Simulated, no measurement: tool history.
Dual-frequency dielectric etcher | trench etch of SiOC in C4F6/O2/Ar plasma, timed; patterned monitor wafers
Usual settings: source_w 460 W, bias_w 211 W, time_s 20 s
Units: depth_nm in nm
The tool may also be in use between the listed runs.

| run | hour | source_w | bias_w | time_s | wafers since the last listed run | hours since the last wet clean | hours since the last source power generator calibration | hours since the last bias power generator calibration | hours since the last upper electrode change | hours since the gauge calibration | read-back reference wafer on the same gauge, depth_nm | depth_nm |
|---|---|---|---|---|---|---|---|---|---|---|---|---|
| 1 | 0 | 460 | 211 | 20 | 0 | 328.7 | 3316.1 | 1467.4 | 2662.2 | 197.5 | 37.69 | 43.37 |
|  | 9.6 | wet clean of the chamber |
| 2 | 25.2 | 460 | 211 | 20 | 176 | 15.6 | 3341.3 | 1492.6 | 2687.4 | 222.7 | 37.68 | 42.83 |
| 3 | 37.4 | 460 | 231 | 20 | 138 | 27.8 | 3353.5 | 1504.8 | 2699.6 | 234.9 | 37.69 | 44.55 |
| 4 | 69.6 | 460 | 231 | 20 | 364 | 60 | 3385.7 | 1537 | 2731.8 | 267.1 | 37.69 | 44.74 |
| 5 | 92.9 | 520 | 211 | 22.5 | 263 | 83.3 | 3409 | 1560.3 | 2755.1 | 290.4 | 37.69 | 51.41 |
| 6 | 106.9 | 460 | 211 | 20 | 158 | 97.3 | 3423 | 1574.3 | 2769.1 | 304.4 | 37.68 | 43.14 |
| 7 | 136 | 460 | 211 | 20 | 329 | 126.4 | 3452.1 | 1603.4 | 2798.2 | 333.5 | 37.7 | 43.13 |
| 8 | 149.5 | 460 | 211 | 20 | 152 | 139.9 | 3465.6 | 1616.9 | 2811.7 | 347 | 37.7 | 42.94 |
|  | 183.7 | upper electrode replaced |
| 9 | 184.2 | 460 | 211 | 20 | 121 | 174.6 | 3500.3 | 1651.6 | 0.5 | 381.7 | 37.7 | 42.93 |
|  | 201.1 | bias power generator calibrated |
| 10 | 203.3 | 460 | 176 | 20 | 170 | 193.7 | 3519.4 | 2.2 | 19.6 | 400.8 | 37.72 | 40.42 |
| 11 | 238.1 | 460 | 176 | 20 | 393 | 228.5 | 3554.2 | 37 | 54.4 | 435.6 | 37.71 | 40.38 |
| 12 | 260.4 | 380 | 165 | 24 | 252 | 250.8 | 3576.5 | 59.3 | 76.7 | 457.9 | 37.7 | 42.79 |

The next listed run, before its measurement:
|  | 314.5 | source power generator calibrated |
|  | 315.7 | wet clean of the chamber |
| 13 | 316.2 | 460 | 211 | 20 | 572 | 0.5 | 1.7 | 115.1 | 132.5 | 513.7 | ? | ? |

{"run 13": {"read-back reference wafer on the same gauge, depth_nm": 37.71, "depth_nm": 43.24}}
Without the tool's hidden state the same run would have given depth_nm 43.24 nm.

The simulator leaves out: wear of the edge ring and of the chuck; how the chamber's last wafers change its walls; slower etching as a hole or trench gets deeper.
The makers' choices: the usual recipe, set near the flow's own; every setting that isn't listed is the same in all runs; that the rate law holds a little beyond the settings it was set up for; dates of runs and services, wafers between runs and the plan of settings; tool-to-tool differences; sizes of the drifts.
